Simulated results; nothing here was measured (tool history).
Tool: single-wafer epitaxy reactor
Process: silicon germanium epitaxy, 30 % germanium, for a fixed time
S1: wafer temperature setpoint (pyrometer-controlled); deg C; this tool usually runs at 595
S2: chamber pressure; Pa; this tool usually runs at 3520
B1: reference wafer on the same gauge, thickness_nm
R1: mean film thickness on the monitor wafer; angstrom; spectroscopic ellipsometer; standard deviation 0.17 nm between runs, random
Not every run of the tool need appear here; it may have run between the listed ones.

run	hour	S1	S2	B1	R1
1	0.0	585	3173	56.401	447.13
2	27.1	585	3173	56.409	448.07
3	48.6	585	3173	56.406	446.59
4	78.0	595	3520	56.419	547.85
5	92.0	598	3520	56.391	575.40
# hour 102.9: pyrometer calibrated
6	110.8	598	3520	56.409	553.98
7	124.1	595	3520	56.403	526.27
8	147.7	606	4373	56.387	688.34
# hour 160.0: pyrometer calibrated, repeated, since the last time left the tool worse
# hour 163.6: showerhead replaced
9	174.7	595	3520	56.384	584.78
10	186.8	603	4093	56.404	706.21
# hour 204.5: gauge calibrated
# hour 216.2: capacitance manometer re-zeroed and calibrated
11	216.7	607	3520	56.419	704.23
12	232.0	587	2986	56.453	477.09
13	260.8	584	2986	56.391	452.44
14	286.3	600	2706	56.420	563.71

Predict each of these 3 candidate next runs independently; none follows another, all start after run 14:
A	286.7	595	3920	?	?
B	286.7	580	2786	?	?
C	286.7	590	2746	?	?

run	B1	R1
A	56.371	607.78
B	56.371	411.54
C	56.371	483.17
Stripped of hidden state, with their random variation kept, the same runs would have yielded:
run	R1
A	623.92
B	422.81
C	496.13
